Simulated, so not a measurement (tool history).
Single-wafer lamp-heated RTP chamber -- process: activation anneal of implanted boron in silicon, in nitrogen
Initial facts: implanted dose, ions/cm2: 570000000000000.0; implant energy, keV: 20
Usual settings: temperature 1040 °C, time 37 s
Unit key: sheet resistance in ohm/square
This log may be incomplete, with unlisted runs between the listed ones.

run,day,temperature,time,wafers since the last listed run,wafers since the last pyrometer calibration,wafers since the reflector plate was cleaned,hours since the gauge calibration,"read-back reference wafer on the same gauge, sheet resistance",sheet resistance
1,0.000,1040,37,0,2158,7330,485.5,173.88,182.48
2,0.738,1059,31,304,2462,7634,503.2,173.96,181.84
3,1.458,1040,37,297,2760,7932,520.5,174.00,182.49
4,1.942,1040,37,199,2959,8131,532.1,174.17,182.48
5,2.204,1040,37,108,3067,8239,538.4,174.05,182.72
6,2.458,1040,37,104,3172,8344,544.5,174.09,182.94
7,3.112,1040,37,269,3442,8614,560.2,174.04,182.62
8,3.421,1040,37,127,3569,8741,567.6,174.02,181.72
9,4.083,1040,37,273,3842,9014,583.5,173.82,182.05
# day 4.650: pyrometer window cleaned and pyrometer calibrated
10,4.671,1040,37,104,8,9119,597.6,173.91,183.18
11,4.854,1040,37,75,84,9194,602.0,173.98,183.45
# day 5.296: gauge calibrated
12,5.458,1040,37,249,333,9444,3.9,174.14,183.02
13,5.950,1023,37,202,536,9646,15.7,173.90,184.51
14,6.529,1040,37,238,775,9885,29.6,173.99,182.50
15,6.858,1022,47,135,910,10021,37.5,174.01,183.54
16,7.150,1040,37,120,1030,10141,44.5,174.15,182.92
17,7.462,1063,28,128,1159,10270,52.0,173.95,182.01
18,7.796,1059,58,137,1297,10407,60.0,174.11,179.69
19,8.158,1040,37,149,1446,10557,68.7,174.02,183.07
20,8.704,1040,37,225,1671,10782,81.8,174.10,183.06
21,9.183,1021,54,197,1869,10979,93.3,174.09,183.05
22,9.675,1059,22,202,2072,11182,105.1,174.03,182.64
23,9.933,1040,21,106,2178,11289,111.3,173.96,184.00
24,10.479,1040,37,225,2403,11514,124.4,174.04,182.73
25,10.796,1040,45,130,2534,11644,132.0,174.02,181.80
26,11.308,1062,27,211,2745,11856,144.3,174.04,182.17
# day 12.158: reflector plate cleaned
27,12.479,1060,49,345,3090,132,172.4,174.03,179.97
28,12.821,1052,22,140,3231,273,180.6,173.99,183.45
29,13.554,1040,48,302,3534,575,198.2,174.02,181.14
30,14.254,1040,27,288,3822,864,215.0,174.12,183.46
31,14.921,1062,18,274,4097,1139,231.0,174.00,183.47
32,15.550,1019,37,259,4357,1398,246.1,173.99,183.65
33,15.900,1051,50,144,4501,1542,254.5,174.02,180.24
# day 16.646: pyrometer window cleaned and pyrometer calibrated
34,16.667,1059,43,178,8,1721,272.9,173.94,181.53
35,17.146,1040,37,197,206,1919,284.4,173.89,182.71
36,17.812,1040,37,274,481,2193,300.4,174.01,182.77
37,18.117,1021,45,125,606,2319,307.7,174.10,183.60
38,18.538,1040,37,173,779,2492,317.8,174.06,182.69

Each row is a separate what-if for the run after 38, all from the same tool condition, not one after another. Results?
A,18.554,1040,37,6,786,2499,318.2,?,?
B,18.554,1016,25,6,786,2499,318.2,?,?
C,18.554,1050,46,6,786,2499,318.2,?,?

run,"read-back reference wafer on the same gauge, sheet resistance",sheet resistance
A,174.05,183.03
B,174.05,186.28
C,174.05,181.54
With no hidden state in the tool, these same runs would have given:
run,sheet resistance
A,183.54
B,187.08
C,182.03
